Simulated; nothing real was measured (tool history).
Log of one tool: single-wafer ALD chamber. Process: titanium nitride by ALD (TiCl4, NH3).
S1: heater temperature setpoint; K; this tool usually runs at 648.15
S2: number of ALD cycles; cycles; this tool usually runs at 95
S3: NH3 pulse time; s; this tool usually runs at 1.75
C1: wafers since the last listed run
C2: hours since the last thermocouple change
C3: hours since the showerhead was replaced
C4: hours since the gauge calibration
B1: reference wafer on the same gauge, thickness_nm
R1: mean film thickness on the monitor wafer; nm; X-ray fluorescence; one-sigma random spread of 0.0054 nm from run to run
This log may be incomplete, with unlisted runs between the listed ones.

run,day,S1,S2,S3,C1,C2,C3,C4,B1,R1
1,0.000,648.15,95,1.33,0,1007.2,2667.4,534.5,2.218,2.106
2,2.858,648.15,95,1.33,118,1075.8,2736.0,603.1,2.221,2.113
3,5.658,648.15,95,1.33,115,1143.0,2803.2,670.3,2.223,2.105
4,7.296,648.15,95,1.75,67,1182.3,2842.5,709.6,2.219,2.166
5,11.788,648.15,95,1.75,185,1290.1,2950.3,817.4,2.220,2.165
6,20.325,648.15,95,1.75,353,1495.0,3155.2,1022.3,2.223,2.178
# day 22.633: thermocouple changed; heater temperature recalibrated
7,22.975,648.15,95,1.75,95,8.2,3218.8,1085.9,2.220,2.160
8,25.725,648.15,95,1.75,113,74.2,3284.8,1151.9,2.221,2.166
# day 27.538: gauge calibrated
9,28.050,655.15,104,1.75,96,130.0,3340.6,12.3,2.219,2.391
# day 29.212: showerhead replaced
10,29.500,654.15,108,1.35,46,164.8,6.9,47.1,2.217,2.421
11,31.712,654.15,95,1.06,91,217.9,60.0,100.2,2.221,2.069
12,32.988,657.15,90,1.49,52,248.5,90.6,130.8,2.217,2.038
13,35.071,643.15,95,1.75,86,298.5,140.6,180.8,2.218,2.148
14,39.108,663.15,78,1.18,167,395.4,237.5,277.7,2.218,1.757
15,41.271,648.15,95,1.75,89,447.3,289.4,329.6,2.219,2.162
16,43.342,648.15,95,1.75,85,497.0,339.1,379.3,2.217,2.166

Each row is a separate what-if for the run after 16, all from the same tool condition, not one after another. Results?
A,43.367,648.15,95,1.19,1,497.6,339.7,379.9,?,?
B,43.367,661.15,104,2.42,1,497.6,339.7,379.9,?,?
C,43.367,648.15,105,1.75,1,497.6,339.7,379.9,?,?

run,B1,R1
A,2.220,2.078
B,2.220,2.458
C,2.220,2.397
The same runs, with their run-to-run variation unchanged, on a tool lacking any hidden condition would have given:
run,R1
A,2.078
B,2.458
C,2.397
